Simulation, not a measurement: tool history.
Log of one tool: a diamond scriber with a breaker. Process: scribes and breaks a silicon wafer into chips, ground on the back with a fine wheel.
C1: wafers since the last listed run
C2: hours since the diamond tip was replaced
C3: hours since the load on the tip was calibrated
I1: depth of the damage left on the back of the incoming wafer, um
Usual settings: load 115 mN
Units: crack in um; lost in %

{"run": 1, "hour": 0.0, "load": 115, "C1": 0, "C2": 76.3, "C3": 1247.8, "I1": 2.51, "crack": 11.03, "lost": 1.99}
{"run": 2, "hour": 28.6, "load": 115, "C1": 46, "C2": 104.9, "C3": 1276.4, "I1": 2.57, "crack": 10.98, "lost": 2.1}
{"run": 3, "hour": 62.6, "load": 115, "C1": 55, "C2": 138.9, "C3": 1310.4, "I1": 2.35, "crack": 11.11, "lost": 1.76}
{"run": 4, "hour": 89.5, "load": 106, "C1": 44, "C2": 165.8, "C3": 1337.3, "I1": 2.72, "crack": 10.22, "lost": 3.61}
{"run": 5, "hour": 104.2, "load": 106, "C1": 24, "C2": 180.5, "C3": 1352.0, "I1": 1.54, "crack": 10.56, "lost": 2.27}
{"run": 6, "hour": 136.4, "load": 115, "C1": 52, "C2": 212.7, "C3": 1384.2, "I1": 1.51, "crack": 10.87, "lost": 1.18}
{"run": 7, "hour": 153.4, "load": 115, "C1": 27, "C2": 229.7, "C3": 1401.2, "I1": 2.26, "crack": 11.16, "lost": 1.78}
{"run": 8, "hour": 175.1, "load": 115, "C1": 35, "C2": 251.4, "C3": 1422.9, "I1": 1.54, "crack": 10.86, "lost": 1.16}
{"run": 9, "hour": 194.1, "load": 115, "C1": 31, "C2": 270.4, "C3": 1441.9, "I1": 1.72, "crack": 11.17, "lost": 1.34}
{"run": 10, "hour": 210.2, "load": 143, "C1": 26, "C2": 286.5, "C3": 1458.0, "I1": 2.07, "crack": 13.1, "lost": 8.69}
{"run": 11, "hour": 238.4, "load": 100, "C1": 46, "C2": 314.7, "C3": 1486.2, "I1": 2.19, "crack": 9.76, "lost": 5.15}
{"run": 12, "hour": 324.9, "load": 100, "C1": 142, "C2": 401.2, "C3": 1572.7, "I1": 2.69, "crack": 9.85, "lost": 5.95}
{"run": 13, "hour": 337.5, "load": 115, "C1": 20, "C2": 413.8, "C3": 1585.3, "I1": 1.92, "crack": 10.95, "lost": 1.4}
{"run": 14, "hour": 357.0, "load": 132, "C1": 32, "C2": 433.3, "C3": 1604.8, "I1": 1.78, "crack": 12.42, "lost": 4.46}
{"hour": 374.3, "done": "load on the tip recalibrated"}
{"hour": 405.2, "done": "diamond tip replaced by a new one"}
{"run": 15, "hour": 428.3, "load": 140, "C1": 110, "C2": 23.1, "C3": 54.0, "I1": 1.74, "crack": 12.68, "lost": 7.59}
{"run": 16, "hour": 448.9, "load": 97, "C1": 33, "C2": 43.7, "C3": 74.6, "I1": 1.54, "crack": 9.6, "lost": 5.74}
{"run": 17, "hour": 475.3, "load": 115, "C1": 43, "C2": 70.1, "C3": 101.0, "I1": 2.22, "crack": 11.06, "lost": 1.55}
{"run": 18, "hour": 489.3, "load": 142, "C1": 22, "C2": 84.1, "C3": 115.0, "I1": 2.36, "crack": 12.86, "lost": 8.06}
{"run": 19, "hour": 517.9, "load": 138, "C1": 46, "C2": 112.7, "C3": 143.6, "I1": 2.1, "crack": 12.87, "lost": 6.83}

How the hidden state differs across the entries between the runs, from the last listed run before each to the first after it:
Between runs 14 and 15: load on the tip recalibrated (hour 374.3); diamond tip replaced by a new one (hour 405.2)
  no hidden state differs between the two runs

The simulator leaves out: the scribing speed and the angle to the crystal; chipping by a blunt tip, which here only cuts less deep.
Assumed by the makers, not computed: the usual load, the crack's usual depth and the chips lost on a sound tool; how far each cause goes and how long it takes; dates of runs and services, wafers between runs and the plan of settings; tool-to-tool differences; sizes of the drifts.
